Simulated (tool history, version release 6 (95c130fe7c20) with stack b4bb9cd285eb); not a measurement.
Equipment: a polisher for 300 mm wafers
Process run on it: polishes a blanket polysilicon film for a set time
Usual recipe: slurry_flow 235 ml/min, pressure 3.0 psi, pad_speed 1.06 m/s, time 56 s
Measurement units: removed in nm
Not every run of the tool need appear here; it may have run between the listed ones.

run,hour,slurry_flow,pressure,pad_speed,time,wafers since the last listed run,wafers polished on this pad,hours since the slurry nozzle was cleaned,hours since the head pressure was calibrated,"incoming thickness of the incoming film, nm",removed
1,0.0,235,3.0,1.06,56,0,765,520.2,154.5,1798.3,388.4
2,50.7,235,3.0,1.06,56,626,1392,570.9,205.2,1815.8,370.5
3,116.7,235,3.0,1.06,56,815,2208,636.9,271.2,1804.1,366.5
4,166.9,235,3.0,1.18,56,620,2828,687.1,321.4,1813.8,399.5
# hour 186.3: slurry nozzle cleaned
5,196.7,235,3.0,1.18,56,355,3184,10.4,351.2,1799.7,428.6
# hour 225.0: worn pad replaced by a new one
6,259.6,235,3.0,1.18,56,728,427,73.3,414.1,1822.8,454.1
# hour 462.1: head pressure recalibrated
7,469.0,235,3.0,1.06,56,2563,2990,282.7,6.9,1812.4,372.5
# hour 483.0: worn pad replaced by a new one
8,507.0,235,3.0,1.06,56,420,296,320.7,44.9,1808.8,414.7
9,535.0,270,3.0,1.06,56,346,642,348.7,72.9,1833.1,410.8
10,568.4,270,3.0,1.06,56,412,1055,382.1,106.3,1823.5,401.3
11,636.3,270,3.0,1.06,56,839,1894,450.0,174.2,1835.9,385.4
12,695.8,235,3.0,1.34,56,735,2630,509.5,233.7,1832.5,448.8
13,723.6,165,3.0,1.06,56,343,2973,537.3,261.5,1813.3,344.4
# hour 732.2: worn pad replaced by a new one
14,784.4,235,3.0,1.06,56,702,644,598.1,322.3,1814.8,393.8
15,854.3,235,3.0,1.06,45,864,1508,668.0,392.2,1823.8,309.8
16,921.7,235,3.0,1.38,56,833,2342,735.4,459.6,1786.2,462.5
# hour 960.1: head pressure recalibrated
17,960.9,235,3.9,1.06,56,459,2801,774.6,0.8,1777.4,442.8
# hour 981.4: slurry nozzle cleaned
18,985.4,235,3.0,1.06,56,290,3092,4.0,25.3,1761.9,403.7
# hour 1029.8: worn pad replaced by a new one
19,1039.2,235,3.0,1.06,56,615,115,57.8,79.1,1804.0,417.0
20,1097.5,210,3.8,1.06,56,720,836,116.1,137.4,1813.2,472.0
21,1161.7,235,3.0,1.06,50,793,1630,180.3,201.6,1771.1,336.5
# hour 1290.2: worn pad replaced by a new one
22,1319.4,235,3.3,1.18,63,1899,360,338.0,359.3,1819.4,536.7
23,1389.9,165,3.0,1.06,56,871,1231,408.5,429.8,1808.8,361.7
24,1429.5,235,3.0,1.06,56,489,1721,448.1,469.4,1807.6,394.6
25,1463.2,235,2.4,1.36,56,416,2138,481.8,503.1,1819.6,384.1

Same runs, no hidden state in the tool, same run-to-run variation:
Hidden state at play: removal rate lost through wear of the pad, %; slurry flow missing at the pad, %; deviation of the head's pressure from its setpoint, %.
run,removed
1,440.5
2,431.1
3,434.9
4,478.4
5,480.6
6,480.8
7,434.6
8,447.5
9,450.6
10,449.3
11,443.5
12,528.0
13,418.1
14,444.1
15,361.7
16,549.6
17,529.5
18,448.9
19,436.8
20,522.6
21,385.3
22,583.1
23,421.6
24,456.4
25,448.8
